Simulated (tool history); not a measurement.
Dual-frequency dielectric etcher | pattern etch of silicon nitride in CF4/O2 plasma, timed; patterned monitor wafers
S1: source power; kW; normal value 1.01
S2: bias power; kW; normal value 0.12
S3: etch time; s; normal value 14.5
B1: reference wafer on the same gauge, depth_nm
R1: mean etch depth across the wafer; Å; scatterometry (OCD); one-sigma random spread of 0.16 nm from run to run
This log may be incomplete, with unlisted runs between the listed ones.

Run 1, hour 0: usual settings but S3 12 s; B1 49.47. Result: R1 398.4 Å.
Run 2, hour 80.1: usual settings; B1 49.48. Result: R1 481.3 Å.
Run 3, hour 143: usual settings; B1 49.5. Result: R1 482.9 Å.
Run 4, hour 190.8: usual settings; B1 49.47. Result: R1 487.1 Å.
Run 5, hour 228: usual settings but S1 0.96 kW; B1 49.47. Result: R1 459.9 Å.
Run 6, hour 328.5: usual settings; B1 49.48. Result: R1 487.1 Å.
At hour 386.8: source power generator calibrated.
Run 7, hour 433.1: usual settings; B1 49.46. Result: R1 467.1 Å.
Run 8, hour 539: usual settings; B1 49.49. Result: R1 468.9 Å.
Run 9, hour 627.6: usual settings; B1 49.51. Result: R1 469 Å.
Run 10, hour 711: usual settings but S1 1.15 kW, S2 0.131 kW, S3 11 s; B1 49.43. Result: R1 418 Å.
At hour 814.1: wet clean of the chamber.
Run 11, hour 930.7: usual settings but S3 17.5 s; B1 49.47. Result: R1 567.3 Å.
Run 12, hour 1037.7: usual settings but S1 1.19 kW, S3 11 s; B1 49.49. Result: R1 418.6 Å.
Run 13, hour 1076.8: usual settings but S2 0.096 kW, S3 17.5 s; B1 49.54. Result: R1 518.7 Å.
Run 14, hour 1227.4: usual settings but S1 0.77 kW, S2 0.097 kW, S3 18.5 s; B1 49.45. Result: R1 419.3 Å.
Run 15, hour 1292.5: usual settings but S1 1.14 kW, S2 0.093 kW, S3 11 s; B1 49.54. Result: R1 361.8 Å.
At hour 1296.7: bias power generator calibrated.
Run 16, hour 1389: usual settings but S1 0.92 kW; B1 49.53. Result: R1 426.3 Å.
Run 17, hour 1450.2: usual settings but S1 0.82 kW; B1 49.47. Result: R1 383.4 Å.
Run 18, hour 1491: usual settings but S1 1.11 kW, S2 0.093 kW, S3 12.5 s; B1 49.55. Result: R1 393.8 Å.
At hour 1556.5: wet clean of the chamber.
Run 19, hour 1561.9: usual settings; B1 49.48. Result: R1 469.9 Å.
Run 20, hour 1605.1: usual settings but S1 0.85 kW; B1 49.45. Result: R1 396.7 Å.
Run 21, hour 1656.5: usual settings but S2 0.136 kW, S3 10.5 s; B1 49.48. Result: R1 358.1 Å.
At hour 1709.7: upper electrode replaced.
Run 22, hour 1718: usual settings but S1 1.19 kW, S3 11 s; B1 49.52. Result: R1 416.8 Å.
Run 23, hour 1770: usual settings but S1 0.91 kW, S2 0.13 kW; B1 49.54. Result: R1 440.7 Å.
Run 24, hour 1878: usual settings but S1 0.88 kW, S2 0.128 kW, S3 17 s; B1 49.45. Result: R1 498.7 Å.
Run 25, hour 1943.9: usual settings but S1 1.11 kW, S2 0.139 kW; B1 49.55. Result: R1 552.1 Å.
Run 26, hour 2011: usual settings but S1 0.87 kW, S2 0.136 kW, S3 17.5 s; B1 49.59. Result: R1 521.9 Å.
Run 27, hour 2303.2: usual settings; B1 49.59. Result: R1 480.7 Å.
Run 28, hour 2386.7: usual settings; B1 49.43. Result: R1 481.1 Å.
At hour 2438.9: wet clean of the chamber.
Run 29, hour 2471.6: usual settings but S2 0.108 kW, S3 17 s; B1 49.48. Result: R1 543.8 Å.
Run 30, hour 2575.1: usual settings but S1 1.19 kW, S2 0.145 kW, S3 12.5 s; B1 49.58. Result: R1 533.5 Å.

What if the next run were any one of these 3? Each begins from the tool's condition after run 30:
Run A, hour 2575.5: usual settings; B1 ?. Result: R1 ?.
Run B, hour 2575.5: usual settings but S1 0.79 kW, S2 0.139 kW, S3 17 s; B1 ?. Result: R1 ?.
Run C, hour 2575.5: usual settings but S1 0.81 kW, S2 0.09 kW, S3 10 s; B1 ?. Result: R1 ?.

run     B1     R1
  A  49.53  484.1
  B  49.53  475.5
  C  49.53  237.1
With no hidden state in the tool, these same runs would have given:
run     R1
  A  466.6
  B    458
  C  228.8
